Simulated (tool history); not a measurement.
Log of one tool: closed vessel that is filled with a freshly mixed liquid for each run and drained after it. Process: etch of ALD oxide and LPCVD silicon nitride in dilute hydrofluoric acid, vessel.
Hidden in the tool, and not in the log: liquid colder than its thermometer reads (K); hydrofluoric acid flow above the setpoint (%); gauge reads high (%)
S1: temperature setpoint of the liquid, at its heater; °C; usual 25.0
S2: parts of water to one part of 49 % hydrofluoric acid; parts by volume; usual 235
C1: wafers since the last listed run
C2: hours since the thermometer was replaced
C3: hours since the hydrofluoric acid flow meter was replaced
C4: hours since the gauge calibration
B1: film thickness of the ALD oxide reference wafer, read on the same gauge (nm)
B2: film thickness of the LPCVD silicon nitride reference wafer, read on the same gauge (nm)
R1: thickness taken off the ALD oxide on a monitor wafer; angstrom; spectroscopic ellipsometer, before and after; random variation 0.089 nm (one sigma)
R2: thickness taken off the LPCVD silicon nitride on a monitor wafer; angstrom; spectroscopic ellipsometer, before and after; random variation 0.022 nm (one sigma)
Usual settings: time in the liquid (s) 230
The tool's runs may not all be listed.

run 1 day=0.000 | S1=25.0 S2=235 time_in_the_liquid_(s)=230 | C1=0 C2=2596.0 C3=813.9 C4=249.7 | B1=80.03 B2=80.001 | R1=152.5 R2=4.93
run 2 day=0.358 | S1=25.0 S2=235 time_in_the_liquid_(s)=230 | C1=858 C2=2604.6 C3=822.5 C4=258.3 | B1=80.06 B2=79.995 | R1=153.6 R2=5.05
run 3 day=0.729 | S1=25.0 S2=235 time_in_the_liquid_(s)=230 | C1=888 C2=2613.5 C3=831.4 C4=267.2 | B1=79.93 B2=80.009 | R1=152.7 R2=5.28
run 4 day=1.221 | S1=25.0 S2=235 time_in_the_liquid_(s)=230 | C1=1177 C2=2625.3 C3=843.2 C4=279.0 | B1=79.98 B2=79.986 | R1=154.4 R2=5.22
run 5 day=1.821 | S1=25.0 S2=235 time_in_the_liquid_(s)=230 | C1=1436 C2=2639.7 C3=857.6 C4=293.4 | B1=80.00 B2=80.012 | R1=153.1 R2=5.29
run 6 day=2.175 | S1=25.0 S2=300 time_in_the_liquid_(s)=230 | C1=848 C2=2648.2 C3=866.1 C4=301.9 | B1=80.06 B2=80.001 | R1=113.2 R2=3.84
run 7 day=2.717 | S1=25.0 S2=300 time_in_the_liquid_(s)=230 | C1=1297 C2=2661.2 C3=879.1 C4=314.9 | B1=80.01 B2=80.004 | R1=111.1 R2=4.17
run 8 day=4.400 | S1=21.5 S2=235 time_in_the_liquid_(s)=230 | C1=4031 C2=2701.6 C3=919.5 C4=355.3 | B1=80.03 B2=80.008 | R1=133.8 R2=4.08
run 9 day=4.792 | S1=21.5 S2=235 time_in_the_liquid_(s)=230 | C1=937 C2=2711.0 C3=928.9 C4=364.7 | B1=80.01 B2=80.017 | R1=134.4 R2=4.12
run 10 day=5.217 | S1=29.5 S2=135 time_in_the_liquid_(s)=115 | C1=1017 C2=2721.2 C3=939.1 C4=374.9 | B1=79.95 B2=80.007 | R1=175.9 R2=6.16
run 11 day=6.212 | S1=25.0 S2=270 time_in_the_liquid_(s)=230 | C1=2384 C2=2745.1 C3=963.0 C4=398.8 | B1=80.03 B2=80.012 | R1=127.2 R2=4.25
run 12 day=6.900 | S1=25.0 S2=235 time_in_the_liquid_(s)=230 | C1=1646 C2=2761.6 C3=979.5 C4=415.3 | B1=80.03 B2=80.005 | R1=153.8 R2=4.86
-- day=7.012 hydrofluoric acid flow meter replaced
run 13 day=7.496 | S1=20.5 S2=235 time_in_the_liquid_(s)=120 | C1=1327 C2=2775.9 C3=11.6 C4=429.6 | B1=80.00 B2=80.011 | R1=68.1 R2=1.93
run 14 day=8.158 | S1=29.5 S2=175 time_in_the_liquid_(s)=360 | C1=1586 C2=2791.8 C3=27.5 C4=445.5 | B1=80.03 B2=79.992 | R1=400.9 R2=13.35
run 15 day=8.892 | S1=25.0 S2=235 time_in_the_liquid_(s)=230 | C1=1756 C2=2809.4 C3=45.1 C4=463.1 | B1=80.01 B2=80.001 | R1=150.6 R2=5.31
run 16 day=9.279 | S1=28.0 S2=295 time_in_the_liquid_(s)=135 | C1=927 C2=2818.7 C3=54.4 C4=472.4 | B1=79.98 B2=79.997 | R1=74.4 R2=2.87
-- day=9.600 thermometer replaced
run 17 day=9.621 | S1=25.0 S2=235 time_in_the_liquid_(s)=230 | C1=718 C2=0.5 C3=62.6 C4=480.6 | B1=79.96 B2=80.017 | R1=152.7 R2=4.52
run 18 day=10.192 | S1=25.0 S2=235 time_in_the_liquid_(s)=230 | C1=1366 C2=14.2 C3=76.3 C4=494.3 | B1=79.96 B2=79.990 | R1=152.6 R2=5.09
-- day=10.271 gauge calibrated
run 19 day=10.804 | S1=21.5 S2=145 time_in_the_liquid_(s)=270 | C1=1466 C2=28.9 C3=91.0 C4=12.8 | B1=80.00 B2=80.007 | R1=280.9 R2=7.60
run 20 day=11.067 | S1=25.0 S2=235 time_in_the_liquid_(s)=275 | C1=628 C2=35.2 C3=97.3 C4=19.1 | B1=80.01 B2=79.985 | R1=180.7 R2=5.94
run 21 day=11.446 | S1=28.0 S2=235 time_in_the_liquid_(s)=290 | C1=908 C2=44.3 C3=106.4 C4=28.2 | B1=79.99 B2=79.984 | R1=214.2 R2=7.55
run 22 day=11.862 | S1=29.5 S2=235 time_in_the_liquid_(s)=230 | C1=997 C2=54.3 C3=116.4 C4=38.2 | B1=80.02 B2=79.995 | R1=177.5 R2=6.31
run 23 day=12.200 | S1=25.0 S2=235 time_in_the_liquid_(s)=230 | C1=808 C2=62.4 C3=124.5 C4=46.3 | B1=79.98 B2=80.012 | R1=152.4 R2=5.03
run 24 day=12.900 | S1=27.5 S2=135 time_in_the_liquid_(s)=285 | C1=1676 C2=79.2 C3=141.3 C4=63.1 | B1=79.97 B2=79.997 | R1=404.4 R2=13.73
run 25 day=13.300 | S1=29.0 S2=295 time_in_the_liquid_(s)=155 | C1=957 C2=88.8 C3=150.9 C4=72.7 | B1=79.96 B2=80.007 | R1=87.6 R2=3.58
run 26 day=13.896 | S1=25.0 S2=235 time_in_the_liquid_(s)=230 | C1=1426 C2=103.1 C3=165.2 C4=87.0 | B1=80.05 B2=79.972 | R1=152.8 R2=4.57

4 ways to go on from here, each from the tool as it stands after run 26. What would each give?
run A day=13.925 | S1=22.5 S2=235 time_in_the_liquid_(s)=230 | C1=69 C2=103.8 C3=165.9 C4=87.7 | B1=? B2=? | R1=? R2=?
run B day=13.925 | S1=21.5 S2=280 time_in_the_liquid_(s)=185 | C1=69 C2=103.8 C3=165.9 C4=87.7 | B1=? B2=? | R1=? R2=?
run C day=13.925 | S1=25.0 S2=235 time_in_the_liquid_(s)=280 | C1=69 C2=103.8 C3=165.9 C4=87.7 | B1=? B2=? | R1=? R2=?
run D day=13.925 | S1=25.0 S2=235 time_in_the_liquid_(s)=340 | C1=69 C2=103.8 C3=165.9 C4=87.7 | B1=? B2=? | R1=? R2=?

run=A B1=79.97 B2=79.995 R1=139.2 R2=4.30
run=B B1=79.97 B2=79.995 R1=86.8 R2=2.73
run=C B1=79.97 B2=79.995 R1=185.6 R2=6.12
run=D B1=79.97 B2=79.995 R1=225.3 R2=7.43
Without the tool's hidden state the same runs would have given:
run=A R1=139.2 R2=4.30
run=B R1=86.8 R2=2.73
run=C R1=185.6 R2=6.12
run=D R1=225.3 R2=7.43
